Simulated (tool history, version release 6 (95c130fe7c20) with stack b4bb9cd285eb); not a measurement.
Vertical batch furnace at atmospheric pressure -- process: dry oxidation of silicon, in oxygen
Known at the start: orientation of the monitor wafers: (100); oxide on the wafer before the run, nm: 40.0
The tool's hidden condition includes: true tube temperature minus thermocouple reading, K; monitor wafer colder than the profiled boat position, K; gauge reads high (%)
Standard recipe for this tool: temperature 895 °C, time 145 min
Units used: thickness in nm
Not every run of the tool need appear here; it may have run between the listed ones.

run    hour  temperature   time  wafers since the last listed run  hours since the last temperature calibration  hours since the boat lift was adjusted  hours since the gauge calibration  read-back reference wafer on the same gauge, thickness  thickness
  1       0          895    145                                 0                                        3574.3                                    4040                              666.8                                                   48.95      61.02
  2    52.5          885    145                               430                                        3626.8                                  4092.5                              719.3                                                   49.07      57.83
  3      98          885    145                               373                                        3672.3                                    4138                              764.8                                                   48.96      57.92
  4   161.9          895    145                               524                                        3736.2                                  4201.9                              828.7                                                   48.98      60.73
  5   195.8          895    145                               278                                        3770.1                                  4235.8                              862.6                                                   49.03      60.97
  6   226.8          895  199.5                               254                                        3801.1                                  4266.8                              893.6                                                   49.03      68.31
  7   275.1          895    145                               396                                        3849.4                                  4315.1                              941.9                                                   49.04      60.83
  8   314.9          911    145                               326                                        3889.2                                  4354.9                              981.7                                                   49.02       66.7
  9   451.8          895  183.5                              1123                                        4026.1                                  4491.8                             1118.6                                                   48.99      66.17
 10   476.7          895  183.5                               204                                          4051                                  4516.7                             1143.5                                                   48.99      65.97
      486.2  -- gauge calibrated
 11     540          895    145                               519                                        4114.3                                    4580                               53.8                                                   48.97      60.92
      565.6  -- thermocouples replaced and temperature profile calibrated
 12   584.7          895    145                               169                                          19.1                                  4624.7                               98.5                                                   48.98      59.32
 13   630.8          902    145                               378                                          65.2                                  4670.8                              144.6                                                      49      61.44
 14   696.2          909  188.5                               536                                         130.6                                  4736.2                                210                                                   48.97      70.62
      723.6  -- boat lift adjusted
 15   738.7          904    145                               151                                         173.1                                    15.1                              252.5                                                   48.97      62.18
 16   835.6          909     84                               795                                           270                                     112                              349.4                                                   48.99      54.29
 17     862          912    188                               216                                         296.4                                   138.4                              375.8                                                   49.03       72.1
 18   967.9          876    177                               868                                         402.3                                   244.3                              481.7                                                   48.97      57.57
 19  1018.4          895    203                               414                                         452.8                                   294.8                              532.2                                                   48.99      66.54
 20  1081.8          911  117.5                               520                                         516.2                                   358.2                              595.6                                                      49      60.46
 21  1112.3          881   73.5                               250                                         546.7                                   388.7                              626.1                                                   49.02      48.18
 22  1181.9          873  216.5                               571                                         616.3                                   458.3                              695.7                                                   49.05      60.34
 23  1218.7          895    145                               301                                         653.1                                   495.1                              732.5                                                   49.02      59.57
 24  1278.5          880    183                               490                                         712.9                                   554.9                              792.3                                                   48.95      59.43
 25  1329.5          895    145                               418                                         763.9                                   605.9                              843.3                                                   49.04      59.72
 26  1398.9          895  199.5                               569                                         833.3                                   675.3                              912.7                                                   49.01      66.36

Below, each run's measurement less what the same run would have read without the hidden state. Both values contain the same run-to-run variation, but the gauge's scatter may not be the same in both:
run  thickness
  1      +1.52
  2      +1.35
  3      +1.37
  4      +1.59
  5       +1.6
  6      +2.15
  7      +1.63
  8      +2.02
  9      +2.11
 10      +2.11
 11      +1.74
 12      +0.07
 13       +0.1
 14      +0.18
 15      +0.16
 16      +0.13
 17      +0.29
 18      +0.22
 19      +0.33
 20      +0.27
 21      +0.12
 22      +0.34
 23      +0.32
 24      +0.36
 25      +0.37
 26      +0.53
